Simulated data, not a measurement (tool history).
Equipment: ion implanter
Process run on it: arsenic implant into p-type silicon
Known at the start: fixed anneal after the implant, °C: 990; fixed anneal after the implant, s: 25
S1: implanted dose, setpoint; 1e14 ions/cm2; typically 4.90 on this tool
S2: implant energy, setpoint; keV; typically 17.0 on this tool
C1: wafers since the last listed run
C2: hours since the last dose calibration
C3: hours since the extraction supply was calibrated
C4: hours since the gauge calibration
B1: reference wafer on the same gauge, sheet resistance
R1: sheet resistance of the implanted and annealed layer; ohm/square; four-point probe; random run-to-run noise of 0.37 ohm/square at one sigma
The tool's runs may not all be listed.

Run 1, day 0.000: usual settings but S1 5.72 1e14 ions/cm2; C1 0; C2 1628.3; C3 6172.4; C4 209.4; B1 239.01. Result: R1 217.40 ohm/square.
Run 2, day 0.871: usual settings; C1 357; C2 1649.2; C3 6193.3; C4 230.3; B1 239.05. Result: R1 242.09 ohm/square.
Run 3, day 4.796: usual settings; C1 1613; C2 1743.4; C3 6287.5; C4 324.5; B1 238.96. Result: R1 241.16 ohm/square.
Run 4, day 5.708: usual settings; C1 375; C2 1765.3; C3 6309.4; C4 346.4; B1 239.02. Result: R1 241.16 ohm/square.
Run 5, day 6.554: usual settings; C1 347; C2 1785.6; C3 6329.7; C4 366.7; B1 238.99. Result: R1 240.91 ohm/square.
Run 6, day 7.446: usual settings; C1 366; C2 1807.0; C3 6351.1; C4 388.1; B1 239.04. Result: R1 240.61 ohm/square.
Run 7, day 8.771: usual settings; C1 544; C2 1838.8; C3 6382.9; C4 419.9; B1 238.89. Result: R1 241.20 ohm/square.
At day 9.462: extraction supply calibrated.
Run 8, day 10.262: usual settings; C1 476; C2 1874.6; C3 19.2; C4 455.7; B1 239.05. Result: R1 241.06 ohm/square.
Run 9, day 11.542: usual settings; C1 525; C2 1905.3; C3 49.9; C4 486.4; B1 239.08. Result: R1 240.27 ohm/square.
At day 12.392: gauge calibrated.
At day 12.604: Faraday cup replaced and dose calibrated.
Run 10, day 12.625: usual settings but S1 5.98 1e14 ions/cm2; C1 308; C2 0.5; C3 75.9; C4 5.6; B1 238.85. Result: R1 215.78 ohm/square.
Run 11, day 13.450: usual settings but S1 5.98 1e14 ions/cm2; C1 339; C2 20.3; C3 95.7; C4 25.4; B1 239.01. Result: R1 216.28 ohm/square.
Run 12, day 14.833: usual settings but S2 12.5 keV; C1 568; C2 53.5; C3 128.9; C4 58.6; B1 238.94. Result: R1 255.46 ohm/square.
Run 13, day 16.150: usual settings but S2 21.0 keV; C1 541; C2 85.1; C3 160.5; C4 90.2; B1 238.99. Result: R1 240.22 ohm/square.
Run 14, day 17.529: usual settings; C1 566; C2 118.2; C3 193.6; C4 123.3; B1 238.97. Result: R1 246.29 ohm/square.
Run 15, day 19.012: usual settings but S1 4.11 1e14 ions/cm2, S2 15.0 keV; C1 609; C2 153.8; C3 229.2; C4 158.9; B1 238.98. Result: R1 283.58 ohm/square.
Run 16, day 20.142: usual settings but S1 3.99 1e14 ions/cm2, S2 11.5 keV; C1 464; C2 180.9; C3 256.3; C4 186.0; B1 238.94. Result: R1 298.20 ohm/square.
Run 17, day 21.129: usual settings but S1 5.82 1e14 ions/cm2, S2 13.5 keV; C1 405; C2 204.6; C3 280.0; C4 209.7; B1 239.08. Result: R1 225.08 ohm/square.
Run 18, day 22.021: usual settings but S1 3.73 1e14 ions/cm2, S2 14.0 keV; C1 366; C2 226.0; C3 301.4; C4 231.1; B1 239.00. Result: R1 307.30 ohm/square.
Run 19, day 23.196: usual settings but S2 23.0 keV; C1 482; C2 254.2; C3 329.6; C4 259.3; B1 239.00. Result: R1 235.68 ohm/square.
Run 20, day 24.225: usual settings; C1 422; C2 278.9; C3 354.3; C4 284.0; B1 238.93. Result: R1 246.00 ohm/square.
Run 21, day 25.471: usual settings but S1 5.87 1e14 ions/cm2, S2 15.5 keV; C1 512; C2 308.8; C3 384.2; C4 313.9; B1 238.98. Result: R1 219.57 ohm/square.
Run 22, day 26.796: usual settings but S1 6.17 1e14 ions/cm2, S2 11.5 keV; C1 544; C2 340.6; C3 416.0; C4 345.7; B1 239.07. Result: R1 221.72 ohm/square.

Forecast each of these 5 alternatives for the next run:
Run A, day 26.812: usual settings but S1 5.36 1e14 ions/cm2; C1 6; C2 341.0; C3 416.4; C4 346.1; B1 ?. Result: R1 ?.
Run B, day 26.812: usual settings but S2 15.5 keV; C1 6; C2 341.0; C3 416.4; C4 346.1; B1 ?. Result: R1 ?.
Run C, day 26.812: usual settings but S2 20.5 keV; C1 6; C2 341.0; C3 416.4; C4 346.1; B1 ?. Result: R1 ?.
Run D, day 26.812: usual settings but S1 3.80 1e14 ions/cm2; C1 6; C2 341.0; C3 416.4; C4 346.1; B1 ?. Result: R1 ?.
Run E, day 26.812: usual settings but S1 3.49 1e14 ions/cm2, S2 22.5 keV; C1 6; C2 341.0; C3 416.4; C4 346.1; B1 ?. Result: R1 ?.

run      B1      R1
  A  238.98  231.12
  B  238.98  248.84
  C  238.98  239.81
  D  238.98  295.84
  E  238.98  304.26
Stripped of hidden state, with their random variation kept, the same runs would have yielded:
run      R1
  A  234.71
  B  252.79
  C  243.72
  D  300.83
  E  309.43
